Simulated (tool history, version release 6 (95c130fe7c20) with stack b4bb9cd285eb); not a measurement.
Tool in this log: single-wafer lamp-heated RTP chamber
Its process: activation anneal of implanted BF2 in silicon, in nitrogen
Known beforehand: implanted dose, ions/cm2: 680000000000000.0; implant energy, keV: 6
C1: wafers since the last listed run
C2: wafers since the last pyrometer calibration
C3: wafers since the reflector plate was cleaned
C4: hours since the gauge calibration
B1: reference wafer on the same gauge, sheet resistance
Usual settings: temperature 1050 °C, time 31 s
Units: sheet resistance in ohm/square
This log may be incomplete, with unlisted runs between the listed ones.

Run 1, hour 0: usual settings but temperature 1041 °C; C1 0; C2 6712; C3 479; C4 871.2; B1 210.2. Result: sheet resistance 234.73 ohm/square.
Run 2, hour 26.2: usual settings but temperature 1036 °C, time 19 s; C1 275; C2 6988; C3 754; C4 897.4; B1 210.2. Result: sheet resistance 266.73 ohm/square.
At hour 57.5: pyrometer window cleaned and pyrometer calibrated.
Run 3, hour 58: usual settings but temperature 1036 °C, time 19 s; C1 249; C2 5; C3 1004; C4 929.2; B1 210.37. Result: sheet resistance 264.48 ohm/square.
Run 4, hour 76.3: usual settings but temperature 1057 °C; C1 192; C2 197; C3 1196; C4 947.5; B1 210.27. Result: sheet resistance 213.93 ohm/square.
Run 5, hour 97.5: usual settings but temperature 1057 °C; C1 222; C2 420; C3 1419; C4 968.7; B1 210.36. Result: sheet resistance 214.08 ohm/square.
Run 6, hour 129.3: usual settings; C1 333; C2 754; C3 1753; C4 1000.5; B1 210.34. Result: sheet resistance 222.87 ohm/square.
Run 7, hour 157.6: usual settings; C1 297; C2 1051; C3 2050; C4 1028.8; B1 210.33. Result: sheet resistance 223.33 ohm/square.
Run 8, hour 226.8: usual settings; C1 726; C2 1778; C3 2777; C4 1098; B1 210.36. Result: sheet resistance 223.56 ohm/square.
At hour 232: gauge calibrated.
Run 9, hour 252.6: usual settings; C1 270; C2 2049; C3 3048; C4 20.6; B1 206.98. Result: sheet resistance 219.75 ohm/square.
Run 10, hour 274.2: usual settings but time 22 s; C1 226; C2 2276; C3 3275; C4 42.2; B1 207.18. Result: sheet resistance 233.87 ohm/square.
Run 11, hour 319: usual settings but time 22 s; C1 470; C2 2746; C3 3745; C4 87; B1 207.56. Result: sheet resistance 235.11 ohm/square.
Run 12, hour 343: usual settings but time 42 s; C1 252; C2 2998; C3 3997; C4 111; B1 207.67. Result: sheet resistance 208.65 ohm/square.
Run 13, hour 367.3: usual settings but time 42 s; C1 255; C2 3253; C3 4252; C4 135.3; B1 207.96. Result: sheet resistance 208.95 ohm/square.
Run 14, hour 400.2: usual settings; C1 345; C2 3599; C3 4598; C4 168.2; B1 208.04. Result: sheet resistance 220.72 ohm/square.
At hour 410.8: reflector plate cleaned.
Run 15, hour 414.8: usual settings; C1 69; C2 3668; C3 42; C4 182.8; B1 208.05. Result: sheet resistance 219.94 ohm/square.
Run 16, hour 430.3: usual settings; C1 162; C2 3831; C3 204; C4 198.3; B1 208.16. Result: sheet resistance 220.88 ohm/square.
Run 17, hour 460.7: usual settings but temperature 1064 °C; C1 319; C2 4150; C3 524; C4 228.7; B1 208.31. Result: sheet resistance 204.86 ohm/square.
Run 18, hour 482.7: usual settings but temperature 1072 °C, time 19 s; C1 231; C2 4381; C3 755; C4 250.7; B1 208.42. Result: sheet resistance 213.74 ohm/square.
Run 19, hour 496.8: usual settings but temperature 1062 °C, time 18 s; C1 148; C2 4529; C3 903; C4 264.8; B1 208.67. Result: sheet resistance 228.72 ohm/square.
Run 20, hour 524: usual settings but temperature 1039 °C, time 49 s; C1 285; C2 4815; C3 1188; C4 292; B1 208.58. Result: sheet resistance 218.5 ohm/square.
Run 21, hour 574.3: usual settings; C1 528; C2 5343; C3 1717; C4 342.3; B1 208.69. Result: sheet resistance 220.7 ohm/square.
Run 22, hour 601.3: usual settings but temperature 1068 °C, time 13 s; C1 283; C2 5627; C3 2000; C4 369.3; B1 208.89. Result: sheet resistance 234.29 ohm/square.

For run 23, what comes out?
Run 23, hour 619.7: usual settings but time 40 s; C1 193; C2 5820; C3 2193; C4 387.7; B1 ?. Result: sheet resistance ?.

Logged for run 23: B1 208.96, sheet resistance 212.05 ohm/square.
With no hidden state in the tool, this same run would have given sheet resistance 210.06 ohm/square.

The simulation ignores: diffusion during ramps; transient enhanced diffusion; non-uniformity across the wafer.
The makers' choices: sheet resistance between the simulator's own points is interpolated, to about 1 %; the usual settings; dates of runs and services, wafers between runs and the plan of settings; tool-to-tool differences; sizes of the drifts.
